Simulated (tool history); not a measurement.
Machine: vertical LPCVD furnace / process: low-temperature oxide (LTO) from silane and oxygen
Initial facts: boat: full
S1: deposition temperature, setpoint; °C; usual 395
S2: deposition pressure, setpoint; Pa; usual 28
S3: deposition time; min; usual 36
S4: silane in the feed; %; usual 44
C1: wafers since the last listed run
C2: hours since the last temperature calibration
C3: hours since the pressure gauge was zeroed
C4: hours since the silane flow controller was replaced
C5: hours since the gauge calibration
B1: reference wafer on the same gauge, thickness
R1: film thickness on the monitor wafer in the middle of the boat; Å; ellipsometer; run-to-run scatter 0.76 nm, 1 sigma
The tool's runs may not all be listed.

run	hour	S1	S2	S3	S4	C1	C2	C3	C4	C5	B1	R1
1	0	395	28	36	44	0	1880.9	4503	2357.8	161.3	364.81	3314.4
2	11.8	395	28	36	44	156	1892.7	4514.8	2369.6	173.1	364.85	3310.5
3	29.8	395	28	36	44	239	1910.7	4532.8	2387.6	191.1	365.18	3299.7
4	45.7	395	28	36	44	211	1926.6	4548.7	2403.5	207	365.14	3312.7
5	65.7	392	28	36	44	266	1946.6	4568.7	2423.5	227	364.87	3183.7
6	85.6	395	28	36	47	264	1966.5	4588.6	2443.4	246.9	364.96	3526.7
7	92.5	395	28	36	47	91	1973.4	4595.5	2450.3	253.8	364.66	3521.7
# hour 123.6: silane flow controller replaced
8	124.1	395	28	36	47	101	2005	4627.1	0.5	285.4	365.14	3415.7
9	128.9	395	28	36	49	63	2009.8	4631.9	5.3	290.2	365.16	3539.7
10	133.6	395	33.3	36	44	62	2014.5	4636.6	10	294.9	364.76	3837
11	141.2	399	28	45.5	44	101	2022.1	4644.2	17.6	302.5	364.87	4224.6
# hour 183.5: thermocouples replaced and temperature profile calibrated
# hour 188.6: pressure gauge zeroed
12	189.1	387	28	36	44	250	5.6	0.5	65.5	350.4	365.11	2932
13	193.8	395	24.7	36	40	62	10.3	5.2	70.2	355.1	365.13	2538.7
14	198.5	395	28	36	44	62	15	9.9	74.9	359.8	364.6	3195.7
15	203.3	395	28	36	44	63	19.8	14.7	79.7	364.6	364.92	3204.9
16	217.4	395	33.3	36	44	187	33.9	28.8	93.8	378.7	364.8	3816.7
# hour 229.2: gauge calibrated
17	237.2	406	24.7	36	44	263	53.7	48.6	113.6	8	364.9	3180.7
18	250	406	24.7	36	44	170	66.5	61.4	126.4	20.8	364.61	3188.3
19	264	398	28	36	44	186	80.5	75.4	140.4	34.8	364.85	3310.4
20	281.6	390	28	36	44	234	98.1	93	158	52.4	364.56	3032.3
21	293.7	401	28	36	44	160	110.2	105.1	170.1	64.5	364.51	3427.3
22	300.8	407	34	36	44	94	117.3	112.2	177.2	71.6	365	4424.5
23	318	399	32	36	44	228	134.5	129.4	194.4	88.8	365	3836.5
24	335.7	400	28	36	44	235	152.2	147.1	212.1	106.5	364.7	3399.3
25	345.8	398	28	36	44	134	162.3	157.2	222.2	116.6	364.84	3325.5
26	359.8	395	32	36	44	186	176.3	171.2	236.2	130.6	365.12	3672.7
27	379.7	395	24	29	44	264	196.2	191.1	256.1	150.5	365.14	2218.6
28	386.6	384	28	36	38	91	203.1	198	263	157.4	364.95	2381.9
29	402.7	395	28	50	39	214	219.2	214.1	279.1	173.5	365.06	3884.9

Predict the results of run 30:
30	417.7	395	28	36	41	199	234.2	229.1	294.1	188.5	?	?

{"run 30": {"B1": 364.69, "R1": 2974.5}}
With no hidden state in the tool, this same run would have given R1 2953.5 Å.
